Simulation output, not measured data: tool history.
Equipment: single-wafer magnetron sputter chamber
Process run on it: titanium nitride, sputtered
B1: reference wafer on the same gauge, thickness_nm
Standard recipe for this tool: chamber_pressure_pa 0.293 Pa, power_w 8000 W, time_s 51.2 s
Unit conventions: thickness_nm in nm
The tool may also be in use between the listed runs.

Run 1, hour 0: usual settings; B1 68.102. Result: thickness_nm 75.025 nm.
Run 2, hour 61.1: usual settings but power_w 7200 W; B1 68.101. Result: thickness_nm 68.653 nm.
Run 3, hour 130.8: usual settings but power_w 7200 W; B1 68.131. Result: thickness_nm 68.639 nm.
Run 4, hour 178.9: usual settings; B1 68.143. Result: thickness_nm 75.669 nm.
Run 5, hour 223.6: usual settings but power_w 9150 W; B1 68.121. Result: thickness_nm 83.681 nm.
Run 6, hour 259.4: usual settings; B1 68.067. Result: thickness_nm 74.907 nm.
At hour 296.1: sputter target and shields replaced.
Run 7, hour 327.5: usual settings; B1 68.112. Result: thickness_nm 75.119 nm.
At hour 344.4: capacitance manometer re-zeroed and calibrated.
Run 8, hour 387.8: usual settings but chamber_pressure_pa 0.336 Pa, time_s 59 s; B1 68.125. Result: thickness_nm 85.54 nm.
Run 9, hour 418.2: usual settings; B1 68.178. Result: thickness_nm 75.069 nm.

For run 10, what comes out?
At hour 420.8: gauge calibrated.
At hour 442.8: magnet pack replaced.
Run 10, hour 485.8: usual settings but power_w 6300 W, time_s 54.1 s; B1 ?. Result: thickness_nm ?.

{"run 10": {"B1": 68.139, "thickness_nm": 65.388}}
Were there no unlogged condition in the tool, this run, its random variation unchanged, would have produced thickness_nm 65.388 nm.
